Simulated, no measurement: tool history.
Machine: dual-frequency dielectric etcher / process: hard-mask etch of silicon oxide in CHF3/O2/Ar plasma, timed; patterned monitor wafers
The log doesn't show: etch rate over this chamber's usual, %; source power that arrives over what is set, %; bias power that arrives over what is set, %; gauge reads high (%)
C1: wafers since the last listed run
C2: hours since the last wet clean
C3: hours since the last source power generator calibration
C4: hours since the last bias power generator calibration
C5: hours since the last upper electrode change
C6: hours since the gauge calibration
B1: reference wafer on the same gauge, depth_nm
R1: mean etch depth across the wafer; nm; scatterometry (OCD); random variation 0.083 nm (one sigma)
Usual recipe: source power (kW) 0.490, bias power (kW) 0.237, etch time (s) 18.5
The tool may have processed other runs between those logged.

run 1 hour=0.0 | source_power_(kW)=0.540 bias_power_(kW)=0.237 etch_time_(s)=18.5 | C1=0 C2=370.9 C3=1493.5 C4=1948.4 C5=5497.9 C6=128.1 | B1=37.99 | R1=39.15
run 2 hour=7.7 | source_power_(kW)=0.490 bias_power_(kW)=0.215 etch_time_(s)=18.5 | C1=84 C2=378.6 C3=1501.2 C4=1956.1 C5=5505.6 C6=135.8 | B1=37.99 | R1=36.37
run 3 hour=21.6 | source_power_(kW)=0.490 bias_power_(kW)=0.215 etch_time_(s)=18.5 | C1=151 C2=392.5 C3=1515.1 C4=1970.0 C5=5519.5 C6=149.7 | B1=38.01 | R1=36.19
run 4 hour=39.2 | source_power_(kW)=0.490 bias_power_(kW)=0.237 etch_time_(s)=15.5 | C1=192 C2=410.1 C3=1532.7 C4=1987.6 C5=5537.1 C6=167.3 | B1=38.02 | R1=31.38
run 5 hour=45.6 | source_power_(kW)=0.490 bias_power_(kW)=0.237 etch_time_(s)=15.5 | C1=69 C2=416.5 C3=1539.1 C4=1994.0 C5=5543.5 C6=173.7 | B1=38.00 | R1=31.34
run 6 hour=60.1 | source_power_(kW)=0.490 bias_power_(kW)=0.237 etch_time_(s)=15.5 | C1=158 C2=431.0 C3=1553.6 C4=2008.5 C5=5558.0 C6=188.2 | B1=37.99 | R1=31.44
run 7 hour=77.6 | source_power_(kW)=0.490 bias_power_(kW)=0.237 etch_time_(s)=18.5 | C1=190 C2=448.5 C3=1571.1 C4=2026.0 C5=5575.5 C6=205.7 | B1=38.01 | R1=37.52
run 8 hour=90.1 | source_power_(kW)=0.490 bias_power_(kW)=0.237 etch_time_(s)=18.5 | C1=136 C2=461.0 C3=1583.6 C4=2038.5 C5=5588.0 C6=218.2 | B1=38.03 | R1=37.69
run 9 hour=97.9 | source_power_(kW)=0.490 bias_power_(kW)=0.237 etch_time_(s)=18.5 | C1=85 C2=468.8 C3=1591.4 C4=2046.3 C5=5595.8 C6=226.0 | B1=38.00 | R1=37.49
run 10 hour=143.3 | source_power_(kW)=0.490 bias_power_(kW)=0.212 etch_time_(s)=18.5 | C1=495 C2=514.2 C3=1636.8 C4=2091.7 C5=5641.2 C6=271.4 | B1=38.01 | R1=36.32
run 11 hour=157.5 | source_power_(kW)=0.490 bias_power_(kW)=0.258 etch_time_(s)=17.0 | C1=154 C2=528.4 C3=1651.0 C4=2105.9 C5=5655.4 C6=285.6 | B1=38.02 | R1=35.58
run 12 hour=164.9 | source_power_(kW)=0.490 bias_power_(kW)=0.237 etch_time_(s)=18.5 | C1=80 C2=535.8 C3=1658.4 C4=2113.3 C5=5662.8 C6=293.0 | B1=37.99 | R1=37.65
run 13 hour=176.4 | source_power_(kW)=0.490 bias_power_(kW)=0.237 etch_time_(s)=18.5 | C1=125 C2=547.3 C3=1669.9 C4=2124.8 C5=5674.3 C6=304.5 | B1=37.99 | R1=37.51
run 14 hour=192.6 | source_power_(kW)=0.490 bias_power_(kW)=0.237 etch_time_(s)=18.5 | C1=176 C2=563.5 C3=1686.1 C4=2141.0 C5=5690.5 C6=320.7 | B1=38.01 | R1=37.73
-- hour=219.4 wet clean of the chamber
run 15 hour=219.9 | source_power_(kW)=0.490 bias_power_(kW)=0.266 etch_time_(s)=17.0 | C1=36 C2=0.5 C3=1713.4 C4=2168.3 C5=5717.8 C6=348.0 | B1=37.99 | R1=34.37
run 16 hour=221.4 | source_power_(kW)=0.450 bias_power_(kW)=0.181 etch_time_(s)=21.5 | C1=16 C2=2.0 C3=1714.9 C4=2169.8 C5=5719.3 C6=349.5 | B1=37.99 | R1=36.81
run 17 hour=240.9 | source_power_(kW)=0.490 bias_power_(kW)=0.237 etch_time_(s)=18.5 | C1=212 C2=21.5 C3=1734.4 C4=2189.3 C5=5738.8 C6=369.0 | B1=37.99 | R1=35.98

Run 18 has not been measured yet. What should we expect?
-- hour=269.2 upper electrode replaced
-- hour=272.9 gauge calibrated
-- hour=274.4 wet clean of the chamber, repeated, since the last time left the tool worse
run 18 hour=274.9 | source_power_(kW)=0.490 bias_power_(kW)=0.237 etch_time_(s)=21.0 | C1=51 C2=0.5 C3=1768.4 C4=2223.3 C5=5.7 C6=2.0 | B1=? | R1=?

B1: 37.97
R1: 41.93 nm
On a tool with no hidden condition, and with the same random variation, this run would have come out at R1 41.89 nm.
